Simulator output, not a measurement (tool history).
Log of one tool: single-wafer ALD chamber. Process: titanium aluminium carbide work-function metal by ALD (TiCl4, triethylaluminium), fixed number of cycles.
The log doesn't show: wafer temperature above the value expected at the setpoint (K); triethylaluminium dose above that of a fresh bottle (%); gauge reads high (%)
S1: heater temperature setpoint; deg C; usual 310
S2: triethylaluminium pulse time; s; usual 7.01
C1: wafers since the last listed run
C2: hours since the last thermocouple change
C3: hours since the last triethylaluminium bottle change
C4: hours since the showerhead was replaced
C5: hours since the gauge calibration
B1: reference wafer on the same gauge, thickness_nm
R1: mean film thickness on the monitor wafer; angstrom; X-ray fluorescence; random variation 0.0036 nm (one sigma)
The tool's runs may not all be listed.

run	day	S1	S2	C1	C2	C3	C4	C5	B1	R1
1	0	310	7.01	0	2319.3	844.2	6357.6	584	1.465	17.84
2	2.242	310	7.01	692	2373.1	898	6411.4	637.8	1.464	17.84
3	6.221	310	7.01	1229	2468.6	993.5	6506.9	733.3	1.467	17.87
4	8.983	310	7.01	853	2534.9	1059.8	6573.2	799.6	1.466	17.84
5	12.538	310	5.37	1098	2620.2	1145.1	6658.5	884.9	1.467	17.03
6	15.529	310	5.37	924	2692	1216.9	6730.3	956.7	1.47	16.99
7	17.479	299	7.01	602	2738.8	1263.7	6777.1	1003.5	1.47	16.99
8	19.712	299	7.01	690	2792.4	1317.3	6830.7	1057.1	1.47	16.96
9	22.975	299	7.01	1008	2870.7	1395.6	6909	1135.4	1.47	16.97
10	26.596	310	7.01	1118	2957.6	1482.5	6995.9	1222.3	1.471	17.9
11	28.975	310	7.01	735	3014.7	1539.6	7053	1279.4	1.474	17.92
12	32.529	310	7.01	1098	3100	1624.9	7138.3	1364.7	1.474	17.92
# day 33.1: triethylaluminium bottle replaced
13	36.071	310	7.01	991	3185	71.3	7223.3	1449.7	1.475	17.92
14	40.292	310	7.01	1304	3286.3	172.6	7324.6	1551	1.477	18.01
15	44.35	310	7.01	1253	3383.7	270	7422	1648.4	1.478	17.98
# day 44.946: thermocouple changed; heater temperature recalibrated
16	47.771	299	7.01	953	67.8	352.1	7504.1	1730.5	1.478	17.08
17	50.221	301	7.01	756	126.6	410.9	7562.9	1789.3	1.48	17.17
18	54.325	310	7.01	1268	225.1	509.4	7661.4	1887.8	1.481	18.05
19	56.342	310	7.01	623	273.5	557.8	7709.8	1936.2	1.484	18.05
# day 59.517: showerhead replaced
20	59.9	303	6.15	996	358.9	643.2	9.2	2021.6	1.483	17.05
21	64.258	318	4.63	1346	463.5	747.8	113.8	2126.2	1.486	17.26
22	68.279	310	8.08	1242	560	844.3	210.3	2222.7	1.486	18.48
# day 70.533: gauge calibrated
23	72.5	324	7.01	1304	661.3	945.6	311.6	47.2	1.452	18.84
24	75.212	321	8.35	838	726.4	1010.7	376.7	112.3	1.455	19.16
25	77.979	297	5.84	854	792.8	1077.1	443.1	178.7	1.455	16.09
26	86.429	321	9.56	2610	995.6	1279.9	645.9	381.5	1.458	19.48
27	88.729	316	8.58	710	1050.8	1335.1	701.1	436.7	1.46	18.83
28	92.588	318	4.26	1192	1143.4	1427.7	793.7	529.3	1.46	16.67
29	96.842	322	4.86	1314	1245.5	1529.8	895.8	631.4	1.463	17.48
30	98.529	320	7.77	521	1286	1570.3	936.3	671.9	1.462	18.93
31	102.379	310	7.01	1189	1378.4	1662.7	1028.7	764.3	1.464	17.8
32	106.038	310	8.23	1130	1466.2	1750.5	1116.5	852.1	1.465	18.28
33	109.283	302	7.01	1002	1544.1	1828.4	1194.4	930	1.466	17.13

How the hidden state differs across the entries between the runs, from the last listed run before each to the first after it:
Between runs 12 and 13: triethylaluminium bottle replaced (day 33.1)
  gauge reads high (%): 0.995 -> 1.07
  measured less the result without the state, R1: +0.18 -> +0.19 angstrom
Between runs 15 and 16: thermocouple changed; heater temperature recalibrated (day 44.946)
  gauge reads high (%): 1.26 -> 1.33
  measured less the result without the state, R1: +0.22 -> +0.22 angstrom
Between runs 19 and 20: showerhead replaced (day 59.517)
  gauge reads high (%): 1.52 -> 1.6
  measured less the result without the state, R1: +0.27 -> +0.27 angstrom
Between runs 22 and 23: gauge calibrated (day 70.533)
  gauge reads high (%): 1.79 -> -0.424
  measured less the result without the state, R1: +0.33 -> -0.08 angstrom
